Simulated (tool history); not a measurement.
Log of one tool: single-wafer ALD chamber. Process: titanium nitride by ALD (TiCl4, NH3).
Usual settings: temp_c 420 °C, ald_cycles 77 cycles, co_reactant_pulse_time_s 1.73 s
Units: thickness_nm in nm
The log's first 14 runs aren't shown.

| run | hour | temp_c | ald_cycles | co_reactant_pulse_time_s | read-back reference wafer on the same gauge, thickness_nm | thickness_nm |
|---|---|---|---|---|---|---|
| 15 | 1289.3 | 420 | 77 | 2 | 1.659 | 1.637 |
| 16 | 1330.6 | 434 | 77 | 1.22 | 1.661 | 1.6 |
| 17 | 1405.1 | 427 | 66 | 1.73 | 1.66 | 1.398 |
| 18 | 1457.6 | 413 | 77 | 2.31 | 1.659 | 1.624 |
|  | 1480.3 | showerhead replaced |
|  | 1532.7 | thermocouple changed; heater temperature recalibrated |
| 19 | 1553.3 | 411 | 77 | 1.73 | 1.661 | 1.61 |
| 20 | 1616 | 420 | 77 | 1.31 | 1.659 | 1.61 |
| 21 | 1672.3 | 420 | 82 | 1.73 | 1.658 | 1.704 |
| 22 | 1714.9 | 420 | 77 | 1.73 | 1.66 | 1.61 |
| 23 | 1771.9 | 413 | 68 | 2.3 | 1.66 | 1.426 |
| 24 | 1845 | 420 | 62 | 1.73 | 1.661 | 1.302 |

Forecast run 25:
| 25 | 1906.2 | 432 | 77 | 1.73 | ? | ? |

Run 25 gave read-back reference wafer on the same gauge, thickness_nm 1.658, thickness_nm 1.616 nm.
Without the tool's hidden state the same run would have given thickness_nm 1.616 nm.
